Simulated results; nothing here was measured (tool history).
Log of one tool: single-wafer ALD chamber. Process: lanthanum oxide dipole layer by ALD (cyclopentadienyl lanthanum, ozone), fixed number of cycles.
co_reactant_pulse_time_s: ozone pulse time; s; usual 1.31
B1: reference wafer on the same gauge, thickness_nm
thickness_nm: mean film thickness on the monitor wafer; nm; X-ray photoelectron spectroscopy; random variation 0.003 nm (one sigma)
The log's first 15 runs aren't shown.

{"day": 39.188, "done": "thermocouple changed; heater temperature recalibrated"}
{"day": 39.775, "done": "ozone generator serviced"}
{"run": 16, "day": 39.979, "co_reactant_pulse_time_s": 1.31, "B1": 0.636, "thickness_nm": 0.543}
{"run": 17, "day": 48.025, "co_reactant_pulse_time_s": 1.16, "B1": 0.635, "thickness_nm": 0.529}
{"day": 51.583, "done": "gauge calibrated"}
{"run": 18, "day": 56.858, "co_reactant_pulse_time_s": 0.93, "B1": 0.636, "thickness_nm": 0.49}
{"run": 19, "day": 59.983, "co_reactant_pulse_time_s": 1.76, "B1": 0.637, "thickness_nm": 0.564}
{"day": 61.525, "done": "showerhead replaced"}
{"run": 20, "day": 64.112, "co_reactant_pulse_time_s": 1.67, "B1": 0.636, "thickness_nm": 0.566}
{"run": 21, "day": 67.346, "co_reactant_pulse_time_s": 1.31, "B1": 0.636, "thickness_nm": 0.549}
{"run": 22, "day": 79.504, "co_reactant_pulse_time_s": 1.03, "B1": 0.636, "thickness_nm": 0.506}
{"run": 23, "day": 81.129, "co_reactant_pulse_time_s": 1.31, "B1": 0.637, "thickness_nm": 0.546}
{"run": 24, "day": 85.271, "co_reactant_pulse_time_s": 1.15, "B1": 0.637, "thickness_nm": 0.521}
{"run": 25, "day": 89.488, "co_reactant_pulse_time_s": 1.31, "B1": 0.636, "thickness_nm": 0.543}
{"day": 92.596, "done": "ozone generator serviced"}
{"run": 26, "day": 93.858, "co_reactant_pulse_time_s": 1.69, "B1": 0.636, "thickness_nm": 0.569}
{"run": 27, "day": 96.0, "co_reactant_pulse_time_s": 1.1, "B1": 0.636, "thickness_nm": 0.517}
{"run": 28, "day": 98.317, "co_reactant_pulse_time_s": 1.5, "B1": 0.637, "thickness_nm": 0.556}
{"run": 29, "day": 102.362, "co_reactant_pulse_time_s": 1.46, "B1": 0.637, "thickness_nm": 0.554}
{"run": 30, "day": 104.529, "co_reactant_pulse_time_s": 0.82, "B1": 0.636, "thickness_nm": 0.462}

3 ways to go on from here, each from the tool as it stands after run 30. What would each give?
{"run": "A", "day": 104.546, "co_reactant_pulse_time_s": 1.31, "B1": "?", "thickness_nm": "?"}
{"run": "B", "day": 104.546, "co_reactant_pulse_time_s": 1.17, "B1": "?", "thickness_nm": "?"}
{"run": "C", "day": 104.546, "co_reactant_pulse_time_s": 1.56, "B1": "?", "thickness_nm": "?"}

run=A B1=0.636 thickness_nm=0.538
run=B B1=0.636 thickness_nm=0.523
run=C B1=0.636 thickness_nm=0.555
Without the tool's hidden state the same runs would have given:
run=A thickness_nm=0.538
run=B thickness_nm=0.523
run=C thickness_nm=0.555

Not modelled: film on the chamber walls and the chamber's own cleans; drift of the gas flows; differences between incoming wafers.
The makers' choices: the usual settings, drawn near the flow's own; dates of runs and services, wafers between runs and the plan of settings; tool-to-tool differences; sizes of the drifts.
